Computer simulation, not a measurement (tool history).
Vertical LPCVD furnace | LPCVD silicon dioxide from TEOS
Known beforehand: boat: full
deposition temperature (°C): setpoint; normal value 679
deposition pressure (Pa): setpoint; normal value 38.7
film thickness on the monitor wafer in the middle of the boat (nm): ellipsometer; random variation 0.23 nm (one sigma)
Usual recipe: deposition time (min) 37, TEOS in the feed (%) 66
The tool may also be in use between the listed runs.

run     day  deposition temperature (°C)  deposition pressure (Pa)  deposition time (min)  TEOS in the feed (%)  read-back reference wafer on the same gauge, thickness  film thickness on the monitor wafer in the middle of the boat (nm)
  1       0                          679                      38.7                     37                    66                                                     127                                                              170.37
  2   0.512                          679                      38.7                     37                    66                                                     127                                                              170.14
  3   1.858                          679                      38.7                     37                    66                                                  127.03                                                              170.12
  4   2.654                          679                      38.7                     40                    75                                                  126.97                                                              196.23
  5   3.625                          679                      38.7                     40                    75                                                     127                                                              197.09
      5.562  -- thermocouples replaced and temperature profile calibrated
  6   5.583                          679                      38.7                     40                    75                                                  127.04                                                              178.06
  7   5.796                          679                      38.7                     37                    66                                                  127.03                                                              154.32
  8   6.262                          684                        48                     31                    70                                                  126.98                                                              167.36
      6.908  -- gauge calibrated
      7.546  -- TEOS flow controller replaced
      7.862  -- pressure gauge zeroed
  9   7.883                          679                      38.7                     41                    66                                                  127.01                                                              170.98
 10   8.958                          679                      38.7                     37                    58                                                  126.98                                                              144.68
 11      10                          673                        42                   24.5                    69                                                  127.01                                                               94.25
 12  11.138                          671                      38.7                   31.5                    66                                                  127.02                                                              108.66
 13  12.446                          679                        44                     37                    72                                                     127                                                              172.47
 14  12.992                          679                      38.7                     37                    66                                                  127.03                                                              154.74

Here are 5 independent what-if runs from the current tool condition. What would each one return?
  A  13.208                          679                      35.3                     37                    66                                                       ?                                                                   ?
  B  13.208                          673                      38.7                     25                    66                                                       ?                                                                   ?
  C  13.208                          679                      29.3                   26.5                    66                                                       ?                                                                   ?
  D  13.208                          679                      38.7                   30.5                    66                                                       ?                                                                   ?
  E  13.208                          679                      38.7                     31                    66                                                       ?                                                                   ?

run  read-back reference wafer on the same gauge, thickness  film thickness on the monitor wafer in the middle of the boat (nm)
  A                                                  127.02                                                               148.5
  B                                                  127.02                                                               90.66
  C                                                  127.02                                                               96.91
  D                                                  127.02                                                              128.06
  E                                                  127.02                                                              130.16
The same runs, with their run-to-run variation unchanged, on a tool lacking any hidden condition would have given:
run  film thickness on the monitor wafer in the middle of the boat (nm)
  A                                                              146.02
  B                                                               89.12
  C                                                               95.29
  D                                                              125.92
  E                                                              127.98
